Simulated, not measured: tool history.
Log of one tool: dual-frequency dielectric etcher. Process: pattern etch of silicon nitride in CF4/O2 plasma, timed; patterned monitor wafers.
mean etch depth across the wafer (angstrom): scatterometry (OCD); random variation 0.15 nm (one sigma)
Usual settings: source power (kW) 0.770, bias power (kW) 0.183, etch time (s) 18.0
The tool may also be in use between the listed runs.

run,hour,source power (kW),bias power (kW),etch time (s),"read-back reference wafer on the same gauge, depth_nm",mean etch depth across the wafer (angstrom)
1,0.0,0.770,0.183,18.0,59.8,520
2,24.1,0.770,0.183,18.0,59.8,519
3,47.6,0.770,0.183,18.0,59.8,520
4,60.4,0.770,0.183,18.0,59.8,517
5,75.4,0.770,0.183,18.0,59.8,517
6,117.6,0.770,0.183,18.0,59.8,513
7,132.4,0.770,0.183,18.0,59.8,514
# hour 154.0: bias power generator calibrated
# hour 180.7: upper electrode replaced
8,205.2,0.770,0.183,18.0,59.8,510
# hour 209.6: gauge calibrated
9,239.7,0.770,0.183,18.0,59.8,509
10,257.5,0.960,0.183,22.0,59.8,723
11,273.8,0.770,0.183,14.5,59.8,408
12,293.9,0.910,0.198,15.5,59.8,502
# hour 314.4: source power generator calibrated
# hour 334.9: wet clean of the chamber
13,335.4,0.770,0.183,18.0,59.8,524
14,335.8,0.770,0.183,18.0,59.8,522
15,353.4,0.680,0.137,21.5,59.8,528
16,379.1,0.630,0.201,14.5,59.8,375
17,400.2,0.900,0.183,23.5,59.8,755
18,418.9,0.690,0.167,20.5,59.8,533

Some steps in mean etch depth across the wafer (angstrom) between neighbouring runs. How much of each would the tool show without its hidden state too (settings, what came in, random variation), and how much is left for the hidden state, with any gauge scatter that isn't in both results?
The hidden state here: etch rate over this chamber's usual, %; source power that arrives over what is set, %; bias power that arrives over what is set, %; gauge reads high (%).
Run 12 -> 13: source power (kW) 0.910 -> 0.770, bias power (kW) 0.198 -> 0.183, etch time (s) 15.5 -> 18.0, source power generator calibrated, wet clean of the chamber. mean etch depth across the wafer (angstrom) +22: hidden state +15, all else +7.
Run 16 -> 17: source power (kW) 0.630 -> 0.900, bias power (kW) 0.201 -> 0.183, etch time (s) 14.5 -> 23.5. mean etch depth across the wafer (angstrom) +380: hidden state -5, all else +385.

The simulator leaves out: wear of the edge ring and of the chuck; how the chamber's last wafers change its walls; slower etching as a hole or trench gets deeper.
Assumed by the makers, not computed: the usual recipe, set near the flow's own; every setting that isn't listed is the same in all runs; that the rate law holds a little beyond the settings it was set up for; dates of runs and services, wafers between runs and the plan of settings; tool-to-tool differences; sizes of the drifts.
